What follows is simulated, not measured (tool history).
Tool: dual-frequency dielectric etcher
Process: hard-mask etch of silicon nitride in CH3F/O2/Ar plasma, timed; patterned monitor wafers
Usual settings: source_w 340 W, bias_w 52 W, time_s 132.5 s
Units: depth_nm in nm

run,hour,source_w,bias_w,time_s,wafers since the last listed run,hours since the last wet clean,hours since the last source power generator calibration,hours since the last bias power generator calibration,hours since the last upper electrode change,hours since the gauge calibration,"read-back reference wafer on the same gauge, depth_nm",depth_nm
1,0.0,340,52,132.5,0,402.4,1347.1,1141.8,4811.0,499.1,75.7,72.1
# hour 38.0: wet clean of the chamber
2,38.5,340,52,132.5,161,0.5,1385.6,1180.3,4849.5,537.6,76.0,70.6
3,38.9,340,52,132.5,4,0.9,1386.0,1180.7,4849.9,538.0,75.7,71.2
# hour 78.8: upper electrode replaced
4,79.3,340,52,132.5,182,41.3,1426.4,1221.1,0.5,578.4,75.9,69.4
5,79.6,340,52,132.5,3,41.6,1426.7,1221.4,0.8,578.7,75.8,70.2
6,101.8,290,52,170.0,246,63.8,1448.9,1243.6,23.0,600.9,75.8,85.3
7,114.0,340,52,161.0,135,76.0,1461.1,1255.8,35.2,613.1,75.9,85.1
8,127.5,340,52,132.5,149,89.5,1474.6,1269.3,48.7,626.6,76.0,70.4
9,153.0,340,52,132.5,283,115.0,1500.1,1294.8,74.2,652.1,75.8,70.1
10,179.4,270,56,148.5,293,141.4,1526.5,1321.2,100.6,678.5,75.7,73.0
11,199.4,370,41,132.5,222,161.4,1546.5,1341.2,120.6,698.5,75.8,67.9
12,213.4,290,62,119.0,155,175.4,1560.5,1355.2,134.6,712.5,75.7,62.7
# hour 228.2: source power generator calibrated
13,228.7,340,63,132.5,125,190.7,0.5,1370.5,149.9,727.8,75.9,74.7
14,245.6,280,52,114.5,187,207.6,17.4,1387.4,166.8,744.7,75.8,55.9
# hour 257.7: bias power generator calibrated
# hour 277.2: wet clean of the chamber, repeated, since the last time left the tool worse
15,277.7,300,39,167.0,95,0.5,49.5,20.0,198.9,776.8,75.7,81.0
16,291.8,340,52,108.5,156,14.6,63.6,34.1,213.0,790.9,75.9,61.1
# hour 316.5: gauge calibrated
17,324.6,340,52,132.5,364,47.4,96.4,66.9,245.8,8.1,75.8,74.7
18,338.5,400,44,132.5,154,61.3,110.3,80.8,259.7,22.0,75.9,76.0
19,358.1,290,52,170.0,217,80.9,129.9,100.4,279.3,41.6,75.9,89.5
20,379.4,280,64,115.5,236,102.2,151.2,121.7,300.6,62.9,75.8,64.6
21,414.5,340,45,157.5,389,137.3,186.3,156.8,335.7,98.0,75.8,83.9
22,437.9,340,52,167.5,259,160.7,209.7,180.2,359.1,121.4,75.7,93.0
23,458.1,260,42,101.0,224,180.9,229.9,200.4,379.3,141.6,75.8,47.0
24,484.1,310,56,144.5,288,206.9,255.9,226.4,405.3,167.6,75.8,80.1
25,498.1,380,52,132.5,155,220.9,269.9,240.4,419.3,181.6,75.8,77.5
26,514.3,290,52,108.0,179,237.1,286.1,256.6,435.5,197.8,75.9,55.3
27,541.2,270,43,112.0,298,264.0,313.0,283.5,462.4,224.7,75.8,53.1
28,560.3,260,42,113.5,212,283.1,332.1,302.6,481.5,243.8,75.8,52.3
29,572.7,310,44,97.5,137,295.5,344.5,315.0,493.9,256.2,75.8,48.6

Forecast each of these 5 alternatives for the next run:
A,573.2,400,52,132.5,5,296.0,345.0,315.5,494.4,256.7,?,?
B,573.2,340,45,102.0,5,296.0,345.0,315.5,494.4,256.7,?,?
C,573.2,290,52,114.5,5,296.0,345.0,315.5,494.4,256.7,?,?
D,573.2,310,48,132.5,5,296.0,345.0,315.5,494.4,256.7,?,?
E,573.2,340,42,132.5,5,296.0,345.0,315.5,494.4,256.7,?,?

run,"read-back reference wafer on the same gauge, depth_nm",depth_nm
A,75.9,78.0
B,75.9,53.6
C,75.9,58.9
D,75.9,68.3
E,75.9,68.1
Without the tool's hidden state the same runs would have given:
run,depth_nm
A,79.4
B,54.5
C,60.0
D,69.5
E,69.3
